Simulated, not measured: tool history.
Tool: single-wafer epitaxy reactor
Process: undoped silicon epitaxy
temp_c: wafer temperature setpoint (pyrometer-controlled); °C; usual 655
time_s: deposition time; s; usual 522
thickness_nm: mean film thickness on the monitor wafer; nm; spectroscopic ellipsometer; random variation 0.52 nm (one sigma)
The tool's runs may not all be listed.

run,hour,temp_c,time_s,wafers since the last listed run,hours since the last pyrometer calibration,hours since the gauge calibration,"read-back reference wafer on the same gauge, thickness_nm",thickness_nm
1,0.0,655,522,0,1333.5,340.3,97.558,100.570
2,57.0,655,522,133,1390.5,397.3,97.560,99.376
3,106.8,655,522,116,1440.3,447.1,97.518,100.521
4,177.9,655,478,166,1511.4,518.2,97.290,92.722
5,211.4,655,601,78,1544.9,551.7,97.459,115.973
6,268.7,655,601,134,1602.2,609.0,97.713,116.831
7,317.4,655,601,114,1650.9,657.7,97.319,117.305
8,370.0,655,522,123,1703.5,710.3,97.392,102.873
9,430.0,655,522,140,1763.5,770.3,97.624,102.444
10,456.7,655,522,62,1790.2,797.0,97.472,103.253
11,483.5,655,522,62,1817.0,823.8,97.474,102.291
12,541.8,642,522,136,1875.3,882.1,97.725,77.878
13,633.0,663,426,213,1966.5,973.3,97.574,101.814
14,671.2,650,618,89,2004.7,1011.5,97.267,111.423
# hour 706.9: gauge calibrated
15,734.5,649,612,148,2068.0,27.6,97.284,107.071
# hour 743.4: pyrometer calibrated
16,771.7,655,522,68,28.3,64.8,97.061,94.946
17,813.6,650,477,98,70.2,106.7,97.490,78.009
18,863.9,669,522,117,120.5,157.0,97.431,130.641
19,890.0,649,611,61,146.6,183.1,97.173,96.736
20,940.6,669,571,118,197.2,233.7,97.518,143.655

How the hidden state differs across the entries between the runs, from the last listed run before each to the first after it:
Between runs 14 and 15: gauge calibrated (hour 706.9)
  wafer temperature above the value expected at the setpoint (K): 4.51 -> 4.76
  measured less the result without the state, thickness_nm: +10.753 -> +10.890 nm
Between runs 15 and 16: pyrometer calibrated (hour 743.4)
  wafer temperature above the value expected at the setpoint (K): 4.76 -> 0.388
  measured less the result without the state, thickness_nm: +10.890 -> +0.818 nm
